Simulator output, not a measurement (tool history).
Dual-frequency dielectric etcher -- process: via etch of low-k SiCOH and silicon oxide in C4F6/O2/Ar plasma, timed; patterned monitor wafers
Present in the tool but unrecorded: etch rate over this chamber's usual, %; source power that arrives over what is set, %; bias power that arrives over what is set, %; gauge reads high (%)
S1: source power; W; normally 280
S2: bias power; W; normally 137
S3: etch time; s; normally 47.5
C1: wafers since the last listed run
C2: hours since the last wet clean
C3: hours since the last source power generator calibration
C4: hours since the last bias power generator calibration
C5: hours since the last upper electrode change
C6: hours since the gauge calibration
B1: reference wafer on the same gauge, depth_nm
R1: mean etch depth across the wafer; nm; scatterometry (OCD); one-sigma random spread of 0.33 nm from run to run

| run | hour | S1 | S2 | S3 | C1 | C2 | C3 | C4 | C5 | C6 | B1 | R1 |
|---|---|---|---|---|---|---|---|---|---|---|---|---|
| 1 | 0 | 280 | 164 | 47.5 | 0 | 177.9 | 2288.1 | 3720 | 3872.5 | 287.1 | 87 | 89.4 |
| 2 | 24.5 | 280 | 164 | 47.5 | 201 | 202.4 | 2312.6 | 3744.5 | 3897 | 311.6 | 87.2 | 89.5 |
| 3 | 52.5 | 280 | 164 | 47.5 | 230 | 230.4 | 2340.6 | 3772.5 | 3925 | 339.6 | 86.9 | 89.1 |
| 4 | 70.6 | 280 | 137 | 47.5 | 148 | 248.5 | 2358.7 | 3790.6 | 3943.1 | 357.7 | 87 | 81.8 |
| 5 | 87.7 | 280 | 137 | 47.5 | 140 | 265.6 | 2375.8 | 3807.7 | 3960.2 | 374.8 | 87.2 | 81 |
| 6 | 110 | 280 | 137 | 47.5 | 183 | 287.9 | 2398.1 | 3830 | 3982.5 | 397.1 | 87 | 80.6 |
| 7 | 139 | 280 | 137 | 47.5 | 238 | 316.9 | 2427.1 | 3859 | 4011.5 | 426.1 | 87.1 | 81.2 |
|  | 165 | gauge calibrated |
| 8 | 174.3 | 280 | 137 | 47.5 | 290 | 352.2 | 2462.4 | 3894.3 | 4046.8 | 9.3 | 87.1 | 80.8 |
| 9 | 190.3 | 280 | 117 | 47.5 | 131 | 368.2 | 2478.4 | 3910.3 | 4062.8 | 25.3 | 87.1 | 75.3 |
| 10 | 205 | 280 | 117 | 47.5 | 120 | 382.9 | 2493.1 | 3925 | 4077.5 | 40 | 87 | 74.4 |
|  | 239.3 | wet clean of the chamber |
| 11 | 239.8 | 280 | 117 | 47.5 | 88 | 0.5 | 2527.9 | 3959.8 | 4112.3 | 74.8 | 87.3 | 72.4 |
|  | 248.5 | source power generator calibrated |
| 12 | 249 | 280 | 137 | 47.5 | 42 | 9.7 | 0.5 | 3969 | 4121.5 | 84 | 87.2 | 78.2 |
| 13 | 280.5 | 280 | 137 | 56 | 258 | 41.2 | 32 | 4000.5 | 4153 | 115.5 | 87.1 | 91.9 |
| 14 | 305.5 | 280 | 137 | 47.5 | 205 | 66.2 | 57 | 4025.5 | 4178 | 140.5 | 87 | 77.7 |
|  | 346.8 | upper electrode replaced |
|  | 356 | bias power generator calibrated |
|  | 368.3 | wet clean of the chamber, repeated, since the last time left the tool worse |
| 15 | 368.8 | 280 | 137 | 47.5 | 189 | 0.5 | 120.3 | 12.8 | 22 | 203.8 | 87.1 | 82.5 |
| 16 | 369.1 | 330 | 126 | 38.5 | 2 | 0.8 | 120.6 | 13.1 | 22.3 | 204.1 | 87.1 | 68.1 |
| 17 | 374 | 210 | 124 | 36.5 | 40 | 5.7 | 125.5 | 18 | 27.2 | 209 | 87.2 | 54.9 |
| 18 | 396.4 | 230 | 155 | 34.5 | 184 | 28.1 | 147.9 | 40.4 | 49.6 | 231.4 | 87 | 59.7 |
| 19 | 431.8 | 280 | 160 | 58.5 | 290 | 63.5 | 183.3 | 75.8 | 85 | 266.8 | 87 | 109.2 |

Run 20 comes next. What will it give?
| 20 | 464 | 250 | 168 | 47.5 | 264 | 95.7 | 215.5 | 108 | 117.2 | 299 | ? | ? |

B1: 87.2
R1: 86.9 nm
With no hidden state in the tool, this same run would have given R1 88.1 nm.
